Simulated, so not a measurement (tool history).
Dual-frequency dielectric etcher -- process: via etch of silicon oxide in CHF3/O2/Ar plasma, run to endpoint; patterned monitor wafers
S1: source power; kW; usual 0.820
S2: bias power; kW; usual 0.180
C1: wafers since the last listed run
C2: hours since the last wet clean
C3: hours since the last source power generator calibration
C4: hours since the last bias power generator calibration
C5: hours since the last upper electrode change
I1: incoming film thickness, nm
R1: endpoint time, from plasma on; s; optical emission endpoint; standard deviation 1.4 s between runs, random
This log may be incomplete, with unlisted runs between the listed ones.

run	day	S1	S2	C1	C2	C3	C4	C5	I1	R1
1	0.000	0.820	0.180	0	201.6	3398.7	1357.1	4313.4	817.0	373.0
2	2.308	0.820	0.180	166	257.0	3454.1	1412.5	4368.8	815.5	370.7
3	4.592	0.820	0.180	164	311.8	3508.9	1467.3	4423.6	830.7	374.7
4	6.242	0.820	0.180	118	351.4	3548.5	1506.9	4463.2	823.3	370.3
5	7.792	0.730	0.210	111	388.6	3585.7	1544.1	4500.4	823.9	376.3
6	9.662	0.820	0.163	134	433.5	3630.6	1589.0	4545.3	821.4	382.2
# day 11.592: bias power generator calibrated
7	12.100	0.750	0.180	163	492.0	3689.1	12.2	4603.8	816.5	383.8
# day 13.996: wet clean of the chamber
8	14.017	0.820	0.180	65	0.5	3735.1	58.2	4649.8	814.0	380.5
9	18.812	0.820	0.180	345	115.6	3850.2	173.3	4764.9	828.3	384.6
10	21.342	0.820	0.180	182	176.3	3910.9	234.0	4825.6	812.3	375.8
11	24.029	0.660	0.204	193	240.8	3975.4	298.5	4890.1	826.9	412.1
12	25.808	0.690	0.160	128	283.5	4018.1	341.2	4932.8	825.4	437.4
# day 27.521: upper electrode replaced
13	28.000	0.640	0.155	85	336.1	4070.7	393.8	11.5	815.2	453.5
14	29.208	0.630	0.198	86	365.1	4099.7	422.8	40.5	820.9	417.5
# day 30.138: source power generator calibrated
15	31.242	0.930	0.151	134	413.9	26.5	471.6	89.3	820.5	373.2
# day 34.133: wet clean of the chamber
16	34.154	0.820	0.180	137	0.5	96.4	541.5	159.2	820.7	387.4
17	35.688	0.750	0.202	110	37.3	133.2	578.3	196.0	823.6	388.6
18	37.742	0.660	0.180	147	86.6	182.5	627.6	245.3	818.6	429.2

Here are 3 independent what-if runs from the current tool condition. What would each one return?
A	37.762	0.820	0.161	1	87.1	183.0	628.1	245.8	817.1	?
B	37.762	0.820	0.137	1	87.1	183.0	628.1	245.8	817.1	?
C	37.762	0.820	0.148	1	87.1	183.0	628.1	245.8	817.1	?

run	R1
A	400.0
B	424.3
C	412.5
Without the tool's hidden state the same runs would have given:
run	R1
A	401.1
B	425.4
C	413.6
